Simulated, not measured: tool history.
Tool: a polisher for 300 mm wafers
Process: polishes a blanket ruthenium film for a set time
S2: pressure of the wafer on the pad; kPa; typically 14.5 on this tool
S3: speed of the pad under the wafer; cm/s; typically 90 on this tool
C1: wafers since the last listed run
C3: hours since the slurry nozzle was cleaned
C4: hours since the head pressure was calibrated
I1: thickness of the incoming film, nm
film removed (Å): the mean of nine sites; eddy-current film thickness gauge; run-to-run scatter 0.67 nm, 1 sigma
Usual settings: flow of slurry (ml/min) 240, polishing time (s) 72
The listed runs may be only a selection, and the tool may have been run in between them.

{"run": 1, "hour": 0.0, "flow of slurry (ml/min)": 240, "S2": 14.5, "S3": 90, "polishing time (s)": 60, "C1": 0, "wafers polished on this pad": 128, "C3": 197.2, "C4": 312.8, "I1": 408.7, "film removed (Å)": 538}
{"run": 2, "hour": 8.0, "flow of slurry (ml/min)": 240, "S2": 14.5, "S3": 90, "polishing time (s)": 60, "C1": 76, "wafers polished on this pad": 204, "C3": 205.2, "C4": 320.8, "I1": 413.1, "film removed (Å)": 533}
{"run": 3, "hour": 14.4, "flow of slurry (ml/min)": 205, "S2": 14.5, "S3": 90, "polishing time (s)": 72, "C1": 61, "wafers polished on this pad": 265, "C3": 211.6, "C4": 327.2, "I1": 412.8, "film removed (Å)": 630}
{"run": 4, "hour": 26.8, "flow of slurry (ml/min)": 205, "S2": 14.5, "S3": 90, "polishing time (s)": 72, "C1": 118, "wafers polished on this pad": 384, "C3": 224.0, "C4": 339.6, "I1": 409.1, "film removed (Å)": 623}
{"run": 5, "hour": 58.6, "flow of slurry (ml/min)": 240, "S2": 14.5, "S3": 90, "polishing time (s)": 72, "C1": 303, "wafers polished on this pad": 688, "C3": 255.8, "C4": 371.4, "I1": 410.8, "film removed (Å)": 616}
{"run": 6, "hour": 74.6, "flow of slurry (ml/min)": 240, "S2": 14.5, "S3": 90, "polishing time (s)": 72, "C1": 152, "wafers polished on this pad": 841, "C3": 271.8, "C4": 387.4, "I1": 409.0, "film removed (Å)": 601}
{"hour": 85.4, "done": "worn pad replaced by a new one"}
{"run": 7, "hour": 100.4, "flow of slurry (ml/min)": 240, "S2": 14.5, "S3": 90, "polishing time (s)": 72, "C1": 208, "wafers polished on this pad": 143, "C3": 297.6, "C4": 413.2, "I1": 417.2, "film removed (Å)": 653}
{"run": 8, "hour": 116.6, "flow of slurry (ml/min)": 240, "S2": 14.5, "S3": 90, "polishing time (s)": 56, "C1": 154, "wafers polished on this pad": 298, "C3": 313.8, "C4": 429.4, "I1": 404.4, "film removed (Å)": 495}
{"run": 9, "hour": 123.8, "flow of slurry (ml/min)": 265, "S2": 14.5, "S3": 90, "polishing time (s)": 56, "C1": 68, "wafers polished on this pad": 367, "C3": 321.0, "C4": 436.6, "I1": 405.9, "film removed (Å)": 506}
{"hour": 132.2, "done": "slurry nozzle cleaned"}
{"hour": 140.5, "done": "head pressure recalibrated"}
{"run": 10, "hour": 141.0, "flow of slurry (ml/min)": 240, "S2": 14.5, "S3": 90, "polishing time (s)": 72, "C1": 135, "wafers polished on this pad": 502, "C3": 8.8, "C4": 0.5, "I1": 415.3, "film removed (Å)": 616}
{"run": 11, "hour": 156.8, "flow of slurry (ml/min)": 240, "S2": 14.5, "S3": 90, "polishing time (s)": 72, "C1": 150, "wafers polished on this pad": 653, "C3": 24.6, "C4": 16.3, "I1": 412.7, "film removed (Å)": 613}

Estimate the outcome of run 12 from the log above:
{"hour": 164.3, "done": "worn pad replaced by a new one"}
{"run": 12, "hour": 171.9, "flow of slurry (ml/min)": 240, "S2": 11.0, "S3": 90, "polishing time (s)": 72, "C1": 106, "wafers polished on this pad": 72, "C3": 39.7, "C4": 31.4, "I1": 412.8, "film removed (Å)": "?"}

Run 12 came out at film removed (Å) 497.
Take away the tool's hidden state, keep the run-to-run variation as it was, and the same run would have given film removed (Å) 502.
